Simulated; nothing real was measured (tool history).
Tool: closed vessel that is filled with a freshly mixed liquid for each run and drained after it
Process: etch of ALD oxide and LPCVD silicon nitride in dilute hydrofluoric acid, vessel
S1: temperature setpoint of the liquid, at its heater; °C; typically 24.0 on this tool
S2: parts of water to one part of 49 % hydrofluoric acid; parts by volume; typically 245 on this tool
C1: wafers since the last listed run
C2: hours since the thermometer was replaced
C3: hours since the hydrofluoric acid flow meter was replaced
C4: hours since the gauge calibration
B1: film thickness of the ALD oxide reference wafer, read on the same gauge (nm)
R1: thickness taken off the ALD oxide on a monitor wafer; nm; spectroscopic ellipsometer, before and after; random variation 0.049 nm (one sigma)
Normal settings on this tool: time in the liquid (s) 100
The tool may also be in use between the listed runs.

run 1 hour=0.0 | S1=27.5 S2=245 time_in_the_liquid_(s)=100 | C1=0 C2=397.2 C3=1322.1 C4=658.2 | B1=110.00 | R1=6.20
run 2 hour=21.9 | S1=24.0 S2=245 time_in_the_liquid_(s)=100 | C1=1550 C2=419.1 C3=1344.0 C4=680.1 | B1=110.01 | R1=5.46
run 3 hour=49.6 | S1=22.5 S2=245 time_in_the_liquid_(s)=100 | C1=1961 C2=446.8 C3=1371.7 C4=707.8 | B1=109.99 | R1=5.23
run 4 hour=78.9 | S1=22.5 S2=245 time_in_the_liquid_(s)=100 | C1=2074 C2=476.1 C3=1401.0 C4=737.1 | B1=109.97 | R1=5.20
run 5 hour=113.7 | S1=22.5 S2=245 time_in_the_liquid_(s)=100 | C1=2463 C2=510.9 C3=1435.8 C4=771.9 | B1=110.02 | R1=5.14
run 6 hour=130.9 | S1=24.0 S2=245 time_in_the_liquid_(s)=100 | C1=1217 C2=528.1 C3=1453.0 C4=789.1 | B1=110.03 | R1=5.59
run 7 hour=166.2 | S1=24.0 S2=245 time_in_the_liquid_(s)=100 | C1=2499 C2=563.4 C3=1488.3 C4=824.4 | B1=109.99 | R1=5.60
-- hour=175.5 thermometer replaced
-- hour=238.8 hydrofluoric acid flow meter replaced
run 8 hour=239.3 | S1=24.0 S2=245 time_in_the_liquid_(s)=100 | C1=5033 C2=63.8 C3=0.5 C4=897.5 | B1=110.00 | R1=5.12
run 9 hour=271.6 | S1=24.0 S2=295 time_in_the_liquid_(s)=100 | C1=2286 C2=96.1 C3=32.8 C4=929.8 | B1=110.01 | R1=4.11
run 10 hour=298.4 | S1=24.0 S2=195 time_in_the_liquid_(s)=100 | C1=1897 C2=122.9 C3=59.6 C4=956.6 | B1=109.98 | R1=6.88
run 11 hour=321.9 | S1=24.0 S2=245 time_in_the_liquid_(s)=50 | C1=1663 C2=146.4 C3=83.1 C4=980.1 | B1=109.99 | R1=2.57
run 12 hour=354.1 | S1=29.0 S2=155 time_in_the_liquid_(s)=75 | C1=2279 C2=178.6 C3=115.3 C4=1012.3 | B1=109.97 | R1=8.24
-- hour=426.8 gauge calibrated
run 13 hour=436.3 | S1=26.0 S2=345 time_in_the_liquid_(s)=75 | C1=5819 C2=260.8 C3=197.5 C4=9.5 | B1=110.00 | R1=2.74
run 14 hour=472.0 | S1=29.0 S2=145 time_in_the_liquid_(s)=45 | C1=2527 C2=296.5 C3=233.2 C4=45.2 | B1=109.94 | R1=5.43
run 15 hour=506.9 | S1=27.5 S2=245 time_in_the_liquid_(s)=50 | C1=2470 C2=331.4 C3=268.1 C4=80.1 | B1=110.01 | R1=3.05
run 16 hour=528.5 | S1=25.5 S2=335 time_in_the_liquid_(s)=100 | C1=1529 C2=353.0 C3=289.7 C4=101.7 | B1=109.98 | R1=3.79
run 17 hour=550.1 | S1=21.5 S2=295 time_in_the_liquid_(s)=100 | C1=1529 C2=374.6 C3=311.3 C4=123.3 | B1=109.98 | R1=3.94
run 18 hour=562.2 | S1=26.5 S2=165 time_in_the_liquid_(s)=65 | C1=856 C2=386.7 C3=323.4 C4=135.4 | B1=109.98 | R1=6.27
run 19 hour=583.3 | S1=19.5 S2=245 time_in_the_liquid_(s)=100 | C1=1493 C2=407.8 C3=344.5 C4=156.5 | B1=109.97 | R1=4.64
run 20 hour=610.7 | S1=24.0 S2=245 time_in_the_liquid_(s)=100 | C1=1939 C2=435.2 C3=371.9 C4=183.9 | B1=109.97 | R1=5.44
-- hour=673.8 thermometer replaced
run 21 hour=708.8 | S1=27.0 S2=155 time_in_the_liquid_(s)=100 | C1=6874 C2=35.0 C3=470.0 C4=282.0 | B1=110.00 | R1=9.97
run 22 hour=740.3 | S1=27.0 S2=145 time_in_the_liquid_(s)=155 | C1=2230 C2=66.5 C3=501.5 C4=313.5 | B1=110.01 | R1=16.89
run 23 hour=762.4 | S1=24.0 S2=245 time_in_the_liquid_(s)=100 | C1=1564 C2=88.6 C3=523.6 C4=335.6 | B1=109.97 | R1=5.08
run 24 hour=795.2 | S1=22.0 S2=125 time_in_the_liquid_(s)=100 | C1=2322 C2=121.4 C3=556.4 C4=368.4 | B1=110.01 | R1=10.78
run 25 hour=830.4 | S1=27.5 S2=245 time_in_the_liquid_(s)=50 | C1=2491 C2=156.6 C3=591.6 C4=403.6 | B1=110.00 | R1=2.96

Each row is a separate what-if for the run after 25, all from the same tool condition, not one after another. Results?
run A hour=831.1 | S1=24.0 S2=245 time_in_the_liquid_(s)=100 | C1=49 C2=157.3 C3=592.3 C4=404.3 | B1=? | R1=?
run B hour=831.1 | S1=19.5 S2=335 time_in_the_liquid_(s)=60 | C1=49 C2=157.3 C3=592.3 C4=404.3 | B1=? | R1=?
run C hour=831.1 | S1=25.5 S2=365 time_in_the_liquid_(s)=45 | C1=49 C2=157.3 C3=592.3 C4=404.3 | B1=? | R1=?
run D hour=831.1 | S1=21.0 S2=290 time_in_the_liquid_(s)=120 | C1=49 C2=157.3 C3=592.3 C4=404.3 | B1=? | R1=?
run E hour=831.1 | S1=22.5 S2=340 time_in_the_liquid_(s)=115 | C1=49 C2=157.3 C3=592.3 C4=404.3 | B1=? | R1=?

run=A B1=110.01 R1=5.23
run=B B1=110.01 R1=1.80
run=C B1=110.01 R1=1.48
run=D B1=110.01 R1=4.56
run=E B1=110.01 R1=3.75
With no hidden state in the tool, these same runs would have given:
run=A R1=5.08
run=B R1=1.74
run=C R1=1.44
run=D R1=4.43
run=E R1=3.64
